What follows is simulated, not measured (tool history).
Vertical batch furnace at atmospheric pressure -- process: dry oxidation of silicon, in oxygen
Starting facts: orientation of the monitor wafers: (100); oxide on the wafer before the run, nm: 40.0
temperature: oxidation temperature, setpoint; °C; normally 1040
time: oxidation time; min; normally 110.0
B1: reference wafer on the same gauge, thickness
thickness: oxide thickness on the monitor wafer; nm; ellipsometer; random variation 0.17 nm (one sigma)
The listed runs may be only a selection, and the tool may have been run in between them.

{"run": 1, "day": 0.0, "temperature": 1030, "time": 110.0, "B1": 113.98, "thickness": 110.77}
{"run": 2, "day": 1.438, "temperature": 1040, "time": 124.5, "B1": 114.03, "thickness": 126.48}
{"run": 3, "day": 2.304, "temperature": 1040, "time": 97.5, "B1": 114.03, "thickness": 110.65}
{"run": 4, "day": 3.371, "temperature": 1040, "time": 97.5, "B1": 114.02, "thickness": 110.57}
{"run": 5, "day": 4.729, "temperature": 1040, "time": 97.5, "B1": 114.06, "thickness": 110.64}
{"run": 6, "day": 5.779, "temperature": 1040, "time": 110.0, "B1": 114.02, "thickness": 118.27}
{"run": 7, "day": 6.783, "temperature": 1040, "time": 110.0, "B1": 113.99, "thickness": 118.35}
{"run": 8, "day": 8.075, "temperature": 1048, "time": 110.0, "B1": 113.96, "thickness": 124.49}
{"run": 9, "day": 8.892, "temperature": 1040, "time": 110.0, "B1": 113.98, "thickness": 118.43}
{"run": 10, "day": 9.479, "temperature": 1040, "time": 110.0, "B1": 113.99, "thickness": 118.01}
{"run": 11, "day": 10.646, "temperature": 1040, "time": 110.0, "B1": 114.0, "thickness": 118.23}
{"run": 12, "day": 11.258, "temperature": 1040, "time": 110.0, "B1": 114.05, "thickness": 118.61}
{"run": 13, "day": 11.838, "temperature": 1040, "time": 110.0, "B1": 113.99, "thickness": 118.29}
{"day": 13.492, "done": "boat lift adjusted"}
{"run": 14, "day": 13.512, "temperature": 1040, "time": 110.0, "B1": 114.01, "thickness": 118.37}
{"run": 15, "day": 14.633, "temperature": 1040, "time": 110.0, "B1": 113.94, "thickness": 118.7}
{"run": 16, "day": 15.158, "temperature": 1040, "time": 110.0, "B1": 114.03, "thickness": 118.17}
{"run": 17, "day": 16.354, "temperature": 1040, "time": 110.0, "B1": 114.0, "thickness": 118.69}
{"day": 17.683, "done": "gauge calibrated"}
{"run": 18, "day": 17.742, "temperature": 1040, "time": 110.0, "B1": 114.01, "thickness": 118.64}
{"run": 19, "day": 19.2, "temperature": 1047, "time": 94.0, "B1": 114.01, "thickness": 114.06}
{"day": 21.533, "done": "thermocouples replaced and temperature profile calibrated"}
{"run": 20, "day": 21.554, "temperature": 1040, "time": 110.0, "B1": 114.02, "thickness": 114.91}
{"run": 21, "day": 21.783, "temperature": 1015, "time": 79.0, "B1": 113.98, "thickness": 83.12}
{"run": 22, "day": 22.012, "temperature": 1020, "time": 126.5, "B1": 114.05, "thickness": 108.6}
{"run": 23, "day": 23.262, "temperature": 1040, "time": 134.0, "B1": 114.0, "thickness": 128.35}
{"run": 24, "day": 25.825, "temperature": 1040, "time": 110.0, "B1": 114.05, "thickness": 114.99}
{"run": 25, "day": 26.804, "temperature": 1031, "time": 75.0, "B1": 114.01, "thickness": 89.08}
{"run": 26, "day": 27.45, "temperature": 1040, "time": 77.0, "B1": 114.02, "thickness": 95.37}
{"run": 27, "day": 27.954, "temperature": 1033, "time": 146.0, "B1": 114.0, "thickness": 128.57}
{"run": 28, "day": 28.658, "temperature": 1054, "time": 164.0, "B1": 114.01, "thickness": 157.48}
{"run": 29, "day": 29.696, "temperature": 1058, "time": 155.0, "B1": 114.0, "thickness": 156.4}
{"run": 30, "day": 30.596, "temperature": 1040, "time": 110.0, "B1": 114.04, "thickness": 115.07}
{"run": 31, "day": 31.888, "temperature": 1040, "time": 110.0, "B1": 114.05, "thickness": 114.77}
{"run": 32, "day": 32.912, "temperature": 1028, "time": 81.5, "B1": 114.06, "thickness": 90.82}
{"run": 33, "day": 33.908, "temperature": 1040, "time": 155.0, "B1": 114.03, "thickness": 139.41}
{"run": 34, "day": 34.775, "temperature": 1040, "time": 86.5, "B1": 113.98, "thickness": 101.33}
{"run": 35, "day": 36.071, "temperature": 1052, "time": 95.5, "B1": 113.95, "thickness": 115.04}
{"run": 36, "day": 36.608, "temperature": 1040, "time": 110.0, "B1": 113.98, "thickness": 115.1}
{"day": 37.517, "done": "gauge calibrated"}
{"run": 37, "day": 37.979, "temperature": 1040, "time": 110.0, "B1": 114.01, "thickness": 115.06}
{"run": 38, "day": 39.167, "temperature": 1030, "time": 82.0, "B1": 114.04, "thickness": 92.3}

5 ways to go on from here, each from the tool as it stands after run 38. What would each give?
{"run": "A", "day": 39.4, "temperature": 1040, "time": 110.0, "B1": "?", "thickness": "?"}
{"run": "B", "day": 39.4, "temperature": 1052, "time": 110.0, "B1": "?", "thickness": "?"}
{"run": "C", "day": 39.4, "temperature": 1057, "time": 110.0, "B1": "?", "thickness": "?"}
{"run": "D", "day": 39.4, "temperature": 1059, "time": 138.0, "B1": "?", "thickness": "?"}
{"run": "E", "day": 39.4, "temperature": 1050, "time": 71.0, "B1": "?", "thickness": "?"}

run=A B1=114.01 thickness=114.97
run=B B1=114.01 thickness=124.24
run=C B1=114.01 thickness=128.28
run=D B1=114.01 thickness=147.52
run=E B1=114.01 thickness=97.27
Stripped of hidden state, with their random variation kept, the same runs would have yielded:
run=A thickness=114.72
run=B thickness=123.97
run=C thickness=128.01
run=D thickness=147.20
run=E thickness=97.08
